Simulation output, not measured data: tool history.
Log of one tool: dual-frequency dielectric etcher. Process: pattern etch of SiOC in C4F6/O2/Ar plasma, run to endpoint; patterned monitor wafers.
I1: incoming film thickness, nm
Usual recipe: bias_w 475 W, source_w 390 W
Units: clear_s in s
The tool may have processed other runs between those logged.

{"run": 1, "day": 0.0, "bias_w": 475, "source_w": 390, "I1": 39.56, "clear_s": 14.8}
{"run": 2, "day": 1.921, "bias_w": 475, "source_w": 390, "I1": 39.25, "clear_s": 14.7}
{"run": 3, "day": 4.783, "bias_w": 475, "source_w": 390, "I1": 39.41, "clear_s": 14.9}
{"run": 4, "day": 6.292, "bias_w": 475, "source_w": 390, "I1": 39.04, "clear_s": 14.7}
{"run": 5, "day": 7.467, "bias_w": 475, "source_w": 390, "I1": 39.23, "clear_s": 14.9}
{"run": 6, "day": 11.633, "bias_w": 475, "source_w": 390, "I1": 39.44, "clear_s": 15}
{"run": 7, "day": 12.833, "bias_w": 475, "source_w": 390, "I1": 39.38, "clear_s": 15}
{"run": 8, "day": 15.625, "bias_w": 475, "source_w": 390, "I1": 39.32, "clear_s": 15}
{"day": 16.171, "done": "bias power generator calibrated"}
{"day": 17.329, "done": "upper electrode replaced"}
{"run": 9, "day": 17.758, "bias_w": 475, "source_w": 390, "I1": 39.37, "clear_s": 15.1}
{"run": 10, "day": 18.771, "bias_w": 475, "source_w": 390, "I1": 39.36, "clear_s": 15.2}
{"day": 20.446, "done": "wet clean of the chamber"}
{"run": 11, "day": 20.467, "bias_w": 475, "source_w": 390, "I1": 39.23, "clear_s": 14.6}
{"run": 12, "day": 21.546, "bias_w": 562, "source_w": 390, "I1": 39.46, "clear_s": 13.9}
{"run": 13, "day": 23.183, "bias_w": 475, "source_w": 390, "I1": 39.58, "clear_s": 14.8}
{"run": 14, "day": 24.979, "bias_w": 475, "source_w": 390, "I1": 39.71, "clear_s": 14.9}
{"run": 15, "day": 27.742, "bias_w": 475, "source_w": 390, "I1": 39.56, "clear_s": 14.9}
{"run": 16, "day": 30.667, "bias_w": 431, "source_w": 350, "I1": 39.5, "clear_s": 16.2}
{"run": 17, "day": 38.912, "bias_w": 593, "source_w": 300, "I1": 39.64, "clear_s": 15.8}

Expected results for the next run?
{"run": 18, "day": 40.762, "bias_w": 475, "source_w": 390, "I1": 39.48, "clear_s": "?"}

{"run 18": {"clear_s": 15.2}}
Without the tool's hidden state the same run would have given clear_s 14.8 s.
